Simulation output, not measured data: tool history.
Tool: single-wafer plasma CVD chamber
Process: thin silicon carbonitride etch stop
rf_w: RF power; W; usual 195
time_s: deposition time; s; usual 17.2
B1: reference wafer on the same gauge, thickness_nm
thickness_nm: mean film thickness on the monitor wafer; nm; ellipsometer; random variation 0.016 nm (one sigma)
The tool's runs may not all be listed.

run 1 hour=0.0 | rf_w=195 time_s=17.2 | B1=11.402 | thickness_nm=10.652
-- hour=55.3 gauge calibrated
run 2 hour=59.3 | rf_w=195 time_s=17.2 | B1=11.400 | thickness_nm=10.645
run 3 hour=118.7 | rf_w=195 time_s=17.2 | B1=11.398 | thickness_nm=10.617
run 4 hour=163.5 | rf_w=195 time_s=15.3 | B1=11.396 | thickness_nm=9.449
run 5 hour=190.1 | rf_w=195 time_s=15.3 | B1=11.399 | thickness_nm=9.472
run 6 hour=242.0 | rf_w=195 time_s=15.3 | B1=11.401 | thickness_nm=9.438
run 7 hour=286.0 | rf_w=195 time_s=17.2 | B1=11.399 | thickness_nm=10.603
-- hour=313.0 thermocouple changed; heater temperature recalibrated
run 8 hour=350.9 | rf_w=195 time_s=14.6 | B1=11.395 | thickness_nm=9.021
run 9 hour=394.7 | rf_w=195 time_s=14.6 | B1=11.398 | thickness_nm=9.001
run 10 hour=432.9 | rf_w=195 time_s=14.6 | B1=11.399 | thickness_nm=9.011
run 11 hour=461.3 | rf_w=195 time_s=17.2 | B1=11.407 | thickness_nm=10.596
run 12 hour=502.8 | rf_w=195 time_s=17.2 | B1=11.396 | thickness_nm=10.621
run 13 hour=539.6 | rf_w=195 time_s=17.2 | B1=11.404 | thickness_nm=10.572
run 14 hour=581.3 | rf_w=195 time_s=17.2 | B1=11.401 | thickness_nm=10.593
run 15 hour=610.5 | rf_w=195 time_s=17.2 | B1=11.400 | thickness_nm=10.594
run 16 hour=641.0 | rf_w=225 time_s=17.2 | B1=11.397 | thickness_nm=10.927
run 17 hour=672.1 | rf_w=225 time_s=17.2 | B1=11.403 | thickness_nm=10.929
run 18 hour=703.3 | rf_w=195 time_s=17.2 | B1=11.395 | thickness_nm=10.626
run 19 hour=757.1 | rf_w=195 time_s=14.6 | B1=11.400 | thickness_nm=8.974
run 20 hour=810.3 | rf_w=195 time_s=14.5 | B1=11.402 | thickness_nm=8.929
run 21 hour=865.9 | rf_w=175 time_s=16.2 | B1=11.398 | thickness_nm=9.782
run 22 hour=929.2 | rf_w=195 time_s=18.7 | B1=11.399 | thickness_nm=11.501
run 23 hour=990.3 | rf_w=195 time_s=17.2 | B1=11.399 | thickness_nm=10.584
-- hour=997.6 gauge calibrated
-- hour=1015.3 showerhead replaced
run 24 hour=1039.1 | rf_w=230 time_s=17.2 | B1=11.397 | thickness_nm=10.935
-- hour=1109.5 RF generator calibrated
run 25 hour=1110.0 | rf_w=170 time_s=19.9 | B1=11.400 | thickness_nm=12.086
run 26 hour=1145.8 | rf_w=195 time_s=17.2 | B1=11.401 | thickness_nm=10.708
-- hour=1215.2 thermocouple changed; heater temperature recalibrated
run 27 hour=1272.7 | rf_w=160 time_s=14.1 | B1=11.400 | thickness_nm=8.433
run 28 hour=1298.2 | rf_w=195 time_s=17.2 | B1=11.404 | thickness_nm=10.724
run 29 hour=1326.6 | rf_w=230 time_s=15.9 | B1=11.401 | thickness_nm=10.225
run 30 hour=1392.7 | rf_w=210 time_s=17.2 | B1=11.397 | thickness_nm=10.888
run 31 hour=1463.3 | rf_w=180 time_s=17.2 | B1=11.401 | thickness_nm=10.546
run 32 hour=1513.2 | rf_w=195 time_s=17.2 | B1=11.402 | thickness_nm=10.686
run 33 hour=1560.7 | rf_w=160 time_s=17.2 | B1=11.396 | thickness_nm=10.271
run 34 hour=1587.2 | rf_w=185 time_s=13.8 | B1=11.399 | thickness_nm=8.502

Forecast each of these 3 alternatives for the next run:
run A hour=1587.6 | rf_w=195 time_s=17.2 | B1=? | thickness_nm=?
run B hour=1587.6 | rf_w=195 time_s=16.1 | B1=? | thickness_nm=?
run C hour=1587.6 | rf_w=225 time_s=20.1 | B1=? | thickness_nm=?

run=A B1=11.401 thickness_nm=10.685
run=B B1=11.401 thickness_nm=10.002
run=C B1=11.401 thickness_nm=12.857
Without the tool's hidden state the same runs would have given:
run=A thickness_nm=10.724
run=B thickness_nm=10.038
run=C thickness_nm=12.904

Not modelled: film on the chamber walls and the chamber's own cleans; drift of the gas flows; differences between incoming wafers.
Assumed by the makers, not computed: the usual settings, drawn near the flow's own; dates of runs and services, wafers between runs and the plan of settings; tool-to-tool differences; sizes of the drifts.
